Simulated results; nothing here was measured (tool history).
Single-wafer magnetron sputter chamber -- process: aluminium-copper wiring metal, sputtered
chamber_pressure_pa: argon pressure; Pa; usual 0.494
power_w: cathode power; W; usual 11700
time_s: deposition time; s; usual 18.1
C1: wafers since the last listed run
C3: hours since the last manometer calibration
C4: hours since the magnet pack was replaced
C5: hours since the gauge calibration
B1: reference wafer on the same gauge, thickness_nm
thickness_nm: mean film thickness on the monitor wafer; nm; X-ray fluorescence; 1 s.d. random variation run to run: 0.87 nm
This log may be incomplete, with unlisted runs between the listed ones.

run 1 hour=0.0 | chamber_pressure_pa=0.494 power_w=12850 time_s=18.1 | C1=0 wafers_on_the_sputter_target=8010 C3=1744.8 C4=6589.6 C5=202.9 | B1=306.142 | thickness_nm=374.120
run 2 hour=27.3 | chamber_pressure_pa=0.494 power_w=12850 time_s=18.1 | C1=813 wafers_on_the_sputter_target=8823 C3=1772.1 C4=6616.9 C5=230.2 | B1=305.988 | thickness_nm=373.357
-- hour=67.6 sputter target and shields replaced
run 3 hour=226.5 | chamber_pressure_pa=0.494 power_w=12850 time_s=18.1 | C1=5694 wafers_on_the_sputter_target=4732 C3=1971.3 C4=6816.1 C5=429.4 | B1=306.151 | thickness_nm=375.506
run 4 hour=281.4 | chamber_pressure_pa=0.494 power_w=11700 time_s=18.1 | C1=1635 wafers_on_the_sputter_target=6368 C3=2026.2 C4=6871.0 C5=484.3 | B1=306.041 | thickness_nm=345.658
run 5 hour=317.3 | chamber_pressure_pa=0.494 power_w=11700 time_s=18.1 | C1=1069 wafers_on_the_sputter_target=7437 C3=2062.1 C4=6906.9 C5=520.2 | B1=306.166 | thickness_nm=348.041
-- hour=330.8 sputter target and shields replaced
-- hour=335.3 gauge calibrated
run 6 hour=351.8 | chamber_pressure_pa=0.494 power_w=11700 time_s=18.1 | C1=789 wafers_on_the_sputter_target=626 C3=2096.6 C4=6941.4 C5=16.5 | B1=306.228 | thickness_nm=353.139
run 7 hour=385.5 | chamber_pressure_pa=0.494 power_w=11700 time_s=18.1 | C1=1003 wafers_on_the_sputter_target=1629 C3=2130.3 C4=6975.1 C5=50.2 | B1=306.043 | thickness_nm=351.363
-- hour=441.8 magnet pack replaced, of another model than before
run 8 hour=442.3 | chamber_pressure_pa=0.494 power_w=11700 time_s=18.1 | C1=1453 wafers_on_the_sputter_target=3083 C3=2187.1 C4=0.5 C5=107.0 | B1=305.751 | thickness_nm=348.410
run 9 hour=471.4 | chamber_pressure_pa=0.383 power_w=11700 time_s=18.1 | C1=866 wafers_on_the_sputter_target=3950 C3=2216.2 C4=29.6 C5=136.1 | B1=306.015 | thickness_nm=358.027
-- hour=495.7 capacitance manometer re-zeroed and calibrated
run 10 hour=533.3 | chamber_pressure_pa=0.383 power_w=11700 time_s=18.1 | C1=1605 wafers_on_the_sputter_target=5555 C3=37.6 C4=91.5 C5=198.0 | B1=305.990 | thickness_nm=358.858
run 11 hour=564.1 | chamber_pressure_pa=0.494 power_w=11700 time_s=20.7 | C1=917 wafers_on_the_sputter_target=6473 C3=68.4 C4=122.3 C5=228.8 | B1=305.949 | thickness_nm=396.113
-- hour=589.2 sputter target and shields replaced
run 12 hour=592.0 | chamber_pressure_pa=0.494 power_w=14050 time_s=16.3 | C1=592 wafers_on_the_sputter_target=82 C3=96.3 C4=150.2 C5=256.7 | B1=305.916 | thickness_nm=372.569
run 13 hour=686.0 | chamber_pressure_pa=0.674 power_w=13650 time_s=17.0 | C1=2799 wafers_on_the_sputter_target=2882 C3=190.3 C4=244.2 C5=350.7 | B1=305.973 | thickness_nm=356.132
run 14 hour=711.1 | chamber_pressure_pa=0.427 power_w=11700 time_s=20.4 | C1=747 wafers_on_the_sputter_target=3630 C3=215.4 C4=269.3 C5=375.8 | B1=305.921 | thickness_nm=400.642
run 15 hour=739.9 | chamber_pressure_pa=0.494 power_w=9700 time_s=16.2 | C1=857 wafers_on_the_sputter_target=4487 C3=244.2 C4=298.1 C5=404.6 | B1=306.100 | thickness_nm=267.719
run 16 hour=792.1 | chamber_pressure_pa=0.494 power_w=12850 time_s=18.1 | C1=1554 wafers_on_the_sputter_target=6042 C3=296.4 C4=350.3 C5=456.8 | B1=306.188 | thickness_nm=374.684
run 17 hour=838.4 | chamber_pressure_pa=0.350 power_w=11700 time_s=16.4 | C1=1379 wafers_on_the_sputter_target=7421 C3=342.7 C4=396.6 C5=503.1 | B1=306.067 | thickness_nm=326.653
-- hour=852.4 gauge calibrated
-- hour=865.4 sputter target and shields replaced
run 18 hour=878.3 | chamber_pressure_pa=0.494 power_w=11700 time_s=18.1 | C1=950 wafers_on_the_sputter_target=383 C3=382.6 C4=436.5 C5=25.9 | B1=306.054 | thickness_nm=353.464
run 19 hour=910.6 | chamber_pressure_pa=0.494 power_w=11700 time_s=18.1 | C1=962 wafers_on_the_sputter_target=1346 C3=414.9 C4=468.8 C5=58.2 | B1=306.067 | thickness_nm=351.072
run 20 hour=975.7 | chamber_pressure_pa=0.562 power_w=10100 time_s=19.5 | C1=1939 wafers_on_the_sputter_target=3285 C3=480.0 C4=533.9 C5=123.3 | B1=305.898 | thickness_nm=327.324
run 21 hour=1002.1 | chamber_pressure_pa=0.613 power_w=14400 time_s=14.5 | C1=786 wafers_on_the_sputter_target=4071 C3=506.4 C4=560.3 C5=149.7 | B1=306.218 | thickness_nm=320.948
run 22 hour=1028.6 | chamber_pressure_pa=0.317 power_w=11700 time_s=18.1 | C1=789 wafers_on_the_sputter_target=4860 C3=532.9 C4=586.8 C5=176.2 | B1=305.956 | thickness_nm=364.800

Predict each of these 4 candidate next runs independently; none follows another, all start after run 22:
run A hour=1029.0 | chamber_pressure_pa=0.494 power_w=11700 time_s=18.1 | C1=11 wafers_on_the_sputter_target=4872 C3=533.3 C4=587.2 C5=176.6 | B1=? | thickness_nm=?
run B hour=1029.0 | chamber_pressure_pa=0.661 power_w=11700 time_s=18.1 | C1=11 wafers_on_the_sputter_target=4872 C3=533.3 C4=587.2 C5=176.6 | B1=? | thickness_nm=?
run C hour=1029.0 | chamber_pressure_pa=0.686 power_w=10750 time_s=18.1 | C1=11 wafers_on_the_sputter_target=4872 C3=533.3 C4=587.2 C5=176.6 | B1=? | thickness_nm=?
run D hour=1029.0 | chamber_pressure_pa=0.637 power_w=10350 time_s=16.9 | C1=11 wafers_on_the_sputter_target=4872 C3=533.3 C4=587.2 C5=176.6 | B1=? | thickness_nm=?

run=A B1=306.142 thickness_nm=348.402
run=B B1=306.142 thickness_nm=333.013
run=C B1=306.142 thickness_nm=308.710
run=D B1=306.142 thickness_nm=283.258
With no hidden state in the tool, these same runs would have given:
run=A thickness_nm=357.686
run=B thickness_nm=341.887
run=C thickness_nm=316.937
run=D thickness_nm=290.806
